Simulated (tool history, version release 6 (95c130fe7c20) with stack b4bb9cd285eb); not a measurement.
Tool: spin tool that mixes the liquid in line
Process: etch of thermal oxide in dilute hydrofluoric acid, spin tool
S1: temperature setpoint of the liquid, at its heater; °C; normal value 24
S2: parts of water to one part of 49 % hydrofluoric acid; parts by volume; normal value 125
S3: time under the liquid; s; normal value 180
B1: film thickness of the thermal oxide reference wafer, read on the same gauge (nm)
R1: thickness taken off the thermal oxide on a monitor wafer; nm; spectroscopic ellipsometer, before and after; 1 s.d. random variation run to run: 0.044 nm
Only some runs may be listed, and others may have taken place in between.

Run 1, hour 0: usual settings; B1 70.01. Result: R1 6.19 nm.
Run 2, hour 30: usual settings; B1 69.96. Result: R1 6.13 nm.
Run 3, hour 99: usual settings; B1 70.04. Result: R1 6.11 nm.
Run 4, hour 124.5: usual settings but S1 22 °C; B1 69.96. Result: R1 5.7 nm.
Run 5, hour 155.5: usual settings but S1 22 °C; B1 70.02. Result: R1 5.79 nm.
Run 6, hour 211.9: usual settings but S3 235 s; B1 70.01. Result: R1 8.22 nm.
Run 7, hour 239.5: usual settings but S2 145 parts by volume; B1 70.02. Result: R1 5.29 nm.
Run 8, hour 282.3: usual settings but S2 145 parts by volume; B1 69.96. Result: R1 5.31 nm.
Run 9, hour 310.7: usual settings but S2 145 parts by volume; B1 69.95. Result: R1 5.38 nm.
Run 10, hour 369.8: usual settings; B1 69.95. Result: R1 6.31 nm.
Run 11, hour 394.7: usual settings; B1 70.02. Result: R1 6.35 nm.
Run 12, hour 420.5: usual settings; B1 70.01. Result: R1 6.41 nm.
At hour 452.2: hydrofluoric acid flow meter replaced.
Run 13, hour 483.7: usual settings; B1 70.02. Result: R1 5.98 nm.
Run 14, hour 524.5: usual settings; B1 70. Result: R1 6.07 nm.
Run 15, hour 549.4: usual settings; B1 69.99. Result: R1 5.93 nm.
Run 16, hour 611.2: usual settings; B1 69.99. Result: R1 6.08 nm.
Run 17, hour 648: usual settings but S1 26 °C, S2 105 parts by volume; B1 69.94. Result: R1 8.04 nm.
Run 18, hour 711.1: usual settings but S1 28 °C; B1 70.03. Result: R1 7.12 nm.
Run 19, hour 763.2: usual settings but S1 27.5 °C; B1 69.97. Result: R1 7.13 nm.
Run 20, hour 832.7: usual settings; B1 70.04. Result: R1 6.21 nm.
Run 21, hour 866.8: usual settings but S1 21 °C, S3 115 s; B1 70.02. Result: R1 3.54 nm.
At hour 874.1: hydrofluoric acid flow meter replaced.
Run 22, hour 918.6: usual settings; B1 69.99. Result: R1 5.83 nm.
At hour 939: thermometer replaced.
Run 23, hour 950.4: usual settings; B1 69.96. Result: R1 6.51 nm.
At hour 956.7: gauge calibrated.
Run 24, hour 1013.6: usual settings but S1 27 °C, S3 270 s; B1 70. Result: R1 11.06 nm.
Run 25, hour 1040.8: usual settings but S1 22 °C; B1 70. Result: R1 6.06 nm.
Run 26, hour 1104.4: usual settings but S3 220 s; B1 70.02. Result: R1 8.1 nm.
Run 27, hour 1135.4: usual settings but S1 21 °C, S2 180 parts by volume, S3 220 s; B1 70.04. Result: R1 4.72 nm.
Run 28, hour 1197.8: usual settings but S2 105 parts by volume; B1 70. Result: R1 8.09 nm.

Below are 3 alternative next runs, each starting from the tool's condition after run 28. Predict each:
Run A, hour 1198.3: usual settings but S1 28.5 °C; B1 ?. Result: R1 ?.
Run B, hour 1198.3: usual settings but S2 70 parts by volume, S3 275 s; B1 ?. Result: R1 ?.
Run C, hour 1198.3: usual settings but S1 21 °C, S2 160 parts by volume, S3 290 s; B1 ?. Result: R1 ?.

run  B1     R1
  A  70   7.95
  B  70  19.47
  C  70   7.21
Without the tool's hidden state the same runs would have given:
run     R1
  A   7.67
  B  18.86
  C   6.95
